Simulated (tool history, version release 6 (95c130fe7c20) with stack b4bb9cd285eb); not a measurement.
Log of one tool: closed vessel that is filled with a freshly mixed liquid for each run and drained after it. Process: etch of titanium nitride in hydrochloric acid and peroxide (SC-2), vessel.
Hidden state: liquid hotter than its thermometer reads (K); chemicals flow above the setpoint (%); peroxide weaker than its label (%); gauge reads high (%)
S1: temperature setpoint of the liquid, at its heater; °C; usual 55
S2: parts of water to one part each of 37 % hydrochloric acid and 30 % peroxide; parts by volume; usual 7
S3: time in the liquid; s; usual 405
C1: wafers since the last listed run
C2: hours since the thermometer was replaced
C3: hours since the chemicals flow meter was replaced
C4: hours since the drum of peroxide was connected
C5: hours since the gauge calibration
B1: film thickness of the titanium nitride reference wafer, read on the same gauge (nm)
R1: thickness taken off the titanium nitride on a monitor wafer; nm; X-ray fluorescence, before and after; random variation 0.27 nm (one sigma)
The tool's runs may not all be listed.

run,hour,S1,S2,S3,C1,C2,C3,C4,C5,B1,R1
1,0.0,55,7,405,0,2050.7,1908.3,675.2,304.9,130.04,46.37
2,26.3,55,7,405,1354,2077.0,1934.6,701.5,331.2,130.00,46.43
3,48.7,55,7,405,1153,2099.4,1957.0,723.9,353.6,130.05,46.20
4,63.2,55,7,405,746,2113.9,1971.5,738.4,368.1,129.99,47.10
5,95.9,55,7,405,1684,2146.6,2004.2,771.1,400.8,129.98,46.33
6,139.4,55,7,405,2240,2190.1,2047.7,814.6,444.3,129.97,46.83
7,198.1,55,7,405,3023,2248.8,2106.4,873.3,503.0,130.02,46.68
# hour 201.6: chemicals flow meter replaced
8,230.6,55,7,405,1622,2281.3,29.0,905.8,535.5,129.98,46.31
9,256.5,55,7,405,1334,2307.2,54.9,931.7,561.4,130.02,46.78
# hour 272.2: new drum of peroxide connected
10,291.4,55,7,405,1746,2342.1,89.8,19.2,596.3,129.99,47.17
11,313.0,55,7,405,1112,2363.7,111.4,40.8,617.9,130.03,46.64
12,346.2,51,4,510,1710,2396.9,144.6,74.0,651.1,130.00,69.53
13,369.1,48,4,250,1179,2419.8,167.5,96.9,674.0,129.99,27.68
14,403.7,55,7,315,1782,2454.4,202.1,131.5,708.6,130.01,36.44
15,436.5,55,7,405,1689,2487.2,234.9,164.3,741.4,129.99,47.37

Forecast run 16:
16,459.2,55,7,405,1169,2509.9,257.6,187.0,764.1,?,?

{"run 16": {"B1": 130.0, "R1": 47.41}}
Without the tool's hidden state the same run would have given R1 41.11 nm.
